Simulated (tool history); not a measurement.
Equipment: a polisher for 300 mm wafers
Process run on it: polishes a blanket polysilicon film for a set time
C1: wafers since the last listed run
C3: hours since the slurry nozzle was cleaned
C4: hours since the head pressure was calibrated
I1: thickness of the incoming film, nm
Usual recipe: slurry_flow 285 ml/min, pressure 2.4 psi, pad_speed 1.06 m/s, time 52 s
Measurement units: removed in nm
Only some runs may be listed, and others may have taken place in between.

Run 1, hour 0.0: usual settings but time 59 s; C1 0; wafers polished on this pad 383; C3 712.5; C4 1174.6; I1 1850.2. Result: removed 413.4 nm.
Run 2, hour 11.4: usual settings but time 59 s; C1 80; wafers polished on this pad 463; C3 723.9; C4 1186.0; I1 1836.2. Result: removed 416.2 nm.
Run 3, hour 26.4: usual settings; C1 105; wafers polished on this pad 569; C3 738.9; C4 1201.0; I1 1901.5. Result: removed 360.5 nm.
Run 4, hour 40.1: usual settings; C1 96; wafers polished on this pad 666; C3 752.6; C4 1214.7; I1 1874.4. Result: removed 358.6 nm.
Run 5, hour 55.7: usual settings; C1 110; wafers polished on this pad 776; C3 768.2; C4 1230.3; I1 1892.8. Result: removed 361.5 nm.
At hour 65.0: worn pad replaced by a new one.
Run 6, hour 71.7: usual settings; C1 84; wafers polished on this pad 47; C3 784.2; C4 1246.3; I1 1909.2. Result: removed 341.2 nm.
At hour 95.5: worn pad replaced by a new one, repeated, since the last time left the tool worse.
Run 7, hour 97.6: usual settings; C1 154; wafers polished on this pad 14; C3 810.1; C4 1272.2; I1 1849.5. Result: removed 385.2 nm.
At hour 99.4: slurry nozzle cleaned.
Run 8, hour 111.6: usual settings but pressure 3.1 psi, pad_speed 0.90 m/s; C1 91; wafers polished on this pad 106; C3 12.2; C4 1286.2; I1 1899.4. Result: removed 417.6 nm.
Run 9, hour 122.7: usual settings but slurry_flow 200 ml/min, pad_speed 1.40 m/s, time 40 s; C1 78; wafers polished on this pad 184; C3 23.3; C4 1297.3; I1 1863.2. Result: removed 343.7 nm.
At hour 132.6: head pressure recalibrated.
Run 10, hour 137.0: usual settings; C1 86; wafers polished on this pad 271; C3 37.6; C4 4.4; I1 1878.1. Result: removed 367.7 nm.
Run 11, hour 144.8: usual settings but slurry_flow 225 ml/min; C1 55; wafers polished on this pad 326; C3 45.4; C4 12.2; I1 1877.5. Result: removed 360.5 nm.
Run 12, hour 152.3: usual settings but slurry_flow 370 ml/min, pressure 2.1 psi, pad_speed 0.94 m/s; C1 52; wafers polished on this pad 379; C3 52.9; C4 19.7; I1 1855.4. Result: removed 294.8 nm.
Run 13, hour 164.4: usual settings but slurry_flow 235 ml/min, pressure 2.7 psi, pad_speed 1.38 m/s, time 65 s; C1 85; wafers polished on this pad 464; C3 65.0; C4 31.8; I1 1884.1. Result: removed 611.7 nm.
Run 14, hour 172.3: usual settings but pressure 1.9 psi, pad_speed 1.30 m/s; C1 55; wafers polished on this pad 520; C3 72.9; C4 39.7; I1 1827.6. Result: removed 347.0 nm.

4 options for the next run, each taken on its own from the tool as it stands now. Forecast them:
Run A, hour 172.7: usual settings but time 63 s; C1 2; wafers polished on this pad 523; C3 73.3; C4 40.1; I1 1835.6. Result: removed ?.
Run B, hour 172.7: usual settings but slurry_flow 200 ml/min, pressure 2.8 psi, pad_speed 1.26 m/s, time 65 s; C1 2; wafers polished on this pad 523; C3 73.3; C4 40.1; I1 1835.6. Result: removed ?.
Run C, hour 172.7: usual settings but pressure 3.0 psi, time 67 s; C1 2; wafers polished on this pad 523; C3 73.3; C4 40.1; I1 1835.6. Result: removed ?.
Run D, hour 172.7: usual settings but slurry_flow 340 ml/min, pad_speed 1.34 m/s, time 65 s; C1 2; wafers polished on this pad 523; C3 73.3; C4 40.1; I1 1835.6. Result: removed ?.

run  removed
  A    442.4
  B    575.6
  C    573.7
  D    562.2
With no hidden state in the tool, these same runs would have given:
run  removed
  A    478.8
  B    622.8
  C    620.9
  D    608.4
